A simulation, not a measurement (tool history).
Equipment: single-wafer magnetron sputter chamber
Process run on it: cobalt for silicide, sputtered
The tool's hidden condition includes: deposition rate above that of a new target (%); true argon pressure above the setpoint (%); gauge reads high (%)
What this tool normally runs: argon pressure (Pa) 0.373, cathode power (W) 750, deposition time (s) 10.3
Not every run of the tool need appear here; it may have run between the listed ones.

run,hour,argon pressure (Pa),cathode power (W),deposition time (s),wafers since the last listed run,wafers on the sputter target,hours since the last manometer calibration,hours since the magnet pack was replaced,hours since the gauge calibration,"read-back reference wafer on the same gauge, thickness_nm",mean film thickness on the monitor wafer (Å)
1,0.0,0.274,750,10.3,0,357,1636.0,10917.9,124.4,4.938,43.35
2,13.6,0.274,750,10.3,329,686,1649.6,10931.5,138.0,4.938,43.04
3,30.9,0.405,750,10.3,418,1105,1666.9,10948.8,155.3,4.936,41.04
4,45.9,0.405,750,10.3,363,1468,1681.9,10963.8,170.3,4.939,40.83
5,57.0,0.328,750,9.0,268,1737,1693.0,10974.9,181.4,4.936,36.50
6,74.0,0.328,750,9.0,411,2148,1710.0,10991.9,198.4,4.938,36.64
# hour 93.3: sputter target and shields replaced
7,93.8,0.373,750,10.3,285,12,1729.8,11011.7,218.2,4.940,42.22
8,128.6,0.373,750,10.3,842,854,1764.6,11046.5,253.0,4.935,41.39
9,136.5,0.373,750,10.3,191,1046,1772.5,11054.4,260.9,4.941,41.16
10,153.0,0.373,750,10.3,399,1445,1789.0,11070.9,277.4,4.941,41.33
11,166.7,0.373,750,10.3,331,1777,1802.7,11084.6,291.1,4.941,41.49
12,175.4,0.373,750,10.3,210,1987,1811.4,11093.3,299.8,4.936,41.29
13,183.2,0.373,750,10.3,188,2176,1819.2,11101.1,307.6,4.946,41.19
# hour 194.2: sputter target and shields replaced
14,200.2,0.373,750,10.3,217,146,1836.2,11118.1,324.6,4.935,42.18
# hour 234.1: magnet pack replaced
15,244.9,0.373,750,10.3,888,1034,1880.9,10.8,369.3,4.938,41.31
16,252.1,0.373,750,10.3,174,1208,1888.1,18.0,376.5,4.937,41.26
17,269.7,0.373,750,8.7,426,1635,1905.7,35.6,394.1,4.937,34.76
# hour 278.9: capacitance manometer re-zeroed and calibrated
# hour 292.9: sputter target and shields replaced
18,293.4,0.373,750,10.3,186,12,14.5,59.3,417.8,4.942,42.30
19,299.8,0.373,750,10.3,154,167,20.9,65.7,424.2,4.937,42.23
# hour 302.9: gauge calibrated
20,315.9,0.304,900,10.3,389,557,37.0,81.8,13.0,4.937,49.76
21,324.2,0.277,800,9.6,200,758,45.3,90.1,21.3,4.935,42.23
22,331.0,0.373,750,8.8,164,922,52.1,96.9,28.1,4.942,35.46
23,344.1,0.412,850,10.3,317,1239,65.2,110.0,41.2,4.942,45.02
24,353.5,0.373,750,11.6,227,1467,74.6,119.4,50.6,4.943,46.36
25,366.1,0.255,850,9.5,305,1772,87.2,132.0,63.2,4.940,43.83
26,381.3,0.373,550,11.7,367,2140,102.4,147.2,78.4,4.937,36.23
# hour 394.5: sputter target and shields replaced
27,399.1,0.373,750,10.3,237,112,120.2,165.0,96.2,4.936,42.29
28,409.7,0.499,850,8.4,256,369,130.8,175.6,106.8,4.943,36.60
29,417.3,0.373,700,11.4,183,553,138.4,183.2,114.4,4.934,43.70
30,434.6,0.373,700,9.4,418,971,155.7,200.5,131.7,4.940,35.72
31,448.9,0.373,750,10.3,346,1318,170.0,214.8,146.0,4.943,41.66
32,462.6,0.373,750,10.3,331,1649,183.7,228.5,159.7,4.941,41.62
33,471.2,0.428,850,8.8,208,1857,192.3,237.1,168.3,4.941,38.59
34,483.2,0.326,900,10.3,290,2148,204.3,249.1,180.3,4.946,48.27

4 options for the next run, each taken on its own from the tool as it stands now. Forecast them:
A,483.6,0.373,750,10.3,9,2158,204.7,249.5,180.7,?,?
B,483.6,0.373,950,11.2,9,2158,204.7,249.5,180.7,?,?
C,483.6,0.257,750,8.3,9,2158,204.7,249.5,180.7,?,?
D,483.6,0.373,750,8.6,9,2158,204.7,249.5,180.7,?,?

run,"read-back reference wafer on the same gauge, thickness_nm",mean film thickness on the monitor wafer (Å)
A,4.941,41.24
B,4.941,54.68
C,4.941,34.48
D,4.941,34.43
With the hidden condition removed and each run's random variation left untouched, the same runs would have given:
run,mean film thickness on the monitor wafer (Å)
A,42.61
B,56.50
C,35.63
D,35.58

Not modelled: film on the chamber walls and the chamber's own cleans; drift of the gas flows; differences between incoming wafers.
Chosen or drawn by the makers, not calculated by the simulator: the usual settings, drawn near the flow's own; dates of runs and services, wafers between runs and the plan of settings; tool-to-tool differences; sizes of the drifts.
